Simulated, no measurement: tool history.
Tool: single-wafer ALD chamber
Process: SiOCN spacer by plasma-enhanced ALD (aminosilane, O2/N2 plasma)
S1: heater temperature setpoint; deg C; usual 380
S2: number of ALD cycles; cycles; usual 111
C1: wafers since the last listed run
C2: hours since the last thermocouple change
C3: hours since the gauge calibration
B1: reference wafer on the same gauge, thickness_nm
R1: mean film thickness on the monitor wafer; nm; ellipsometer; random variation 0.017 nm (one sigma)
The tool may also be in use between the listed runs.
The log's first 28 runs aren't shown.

run 29 day=32.850 | S1=369 S2=102 | C1=55 C2=176.4 C3=105.8 | B1=6.922 | R1=6.280
run 30 day=33.954 | S1=391 S2=127 | C1=91 C2=202.9 C3=132.3 | B1=6.919 | R1=7.834
run 31 day=35.412 | S1=395 S2=105 | C1=121 C2=237.9 C3=167.3 | B1=6.920 | R1=6.495
run 32 day=36.629 | S1=373 S2=123 | C1=101 C2=267.1 C3=196.5 | B1=6.916 | R1=7.570
run 33 day=38.046 | S1=392 S2=119 | C1=117 C2=301.1 C3=230.5 | B1=6.923 | R1=7.322
run 34 day=39.092 | S1=386 S2=111 | C1=86 C2=326.2 C3=255.6 | B1=6.918 | R1=6.884
run 35 day=39.896 | S1=380 S2=111 | C1=66 C2=345.5 C3=274.9 | B1=6.921 | R1=6.855
run 36 day=40.600 | S1=380 S2=111 | C1=58 C2=362.4 C3=291.8 | B1=6.914 | R1=6.825
run 37 day=41.733 | S1=365 S2=97 | C1=94 C2=389.6 C3=319.0 | B1=6.923 | R1=5.972
run 38 day=42.950 | S1=390 S2=93 | C1=101 C2=418.8 C3=348.2 | B1=6.917 | R1=5.724
run 39 day=44.246 | S1=387 S2=128 | C1=107 C2=449.9 C3=379.3 | B1=6.915 | R1=7.909
run 40 day=45.479 | S1=375 S2=132 | C1=102 C2=479.5 C3=408.9 | B1=6.918 | R1=8.110
run 41 day=46.438 | S1=386 S2=118 | C1=79 C2=502.5 C3=431.9 | B1=6.917 | R1=7.246

3 ways to go on from here, each from the tool as it stands after run 41. What would each give?
run A day=46.462 | S1=380 S2=111 | C1=2 C2=503.1 C3=432.5 | B1=? | R1=?
run B day=46.462 | S1=390 S2=130 | C1=2 C2=503.1 C3=432.5 | B1=? | R1=?
run C day=46.462 | S1=380 S2=91 | C1=2 C2=503.1 C3=432.5 | B1=? | R1=?

run=A B1=6.921 R1=6.833
run=B B1=6.921 R1=8.003
run=C B1=6.921 R1=5.602
Without the tool's hidden state the same runs would have given:
run=A R1=6.833
run=B R1=8.003
run=C R1=5.602

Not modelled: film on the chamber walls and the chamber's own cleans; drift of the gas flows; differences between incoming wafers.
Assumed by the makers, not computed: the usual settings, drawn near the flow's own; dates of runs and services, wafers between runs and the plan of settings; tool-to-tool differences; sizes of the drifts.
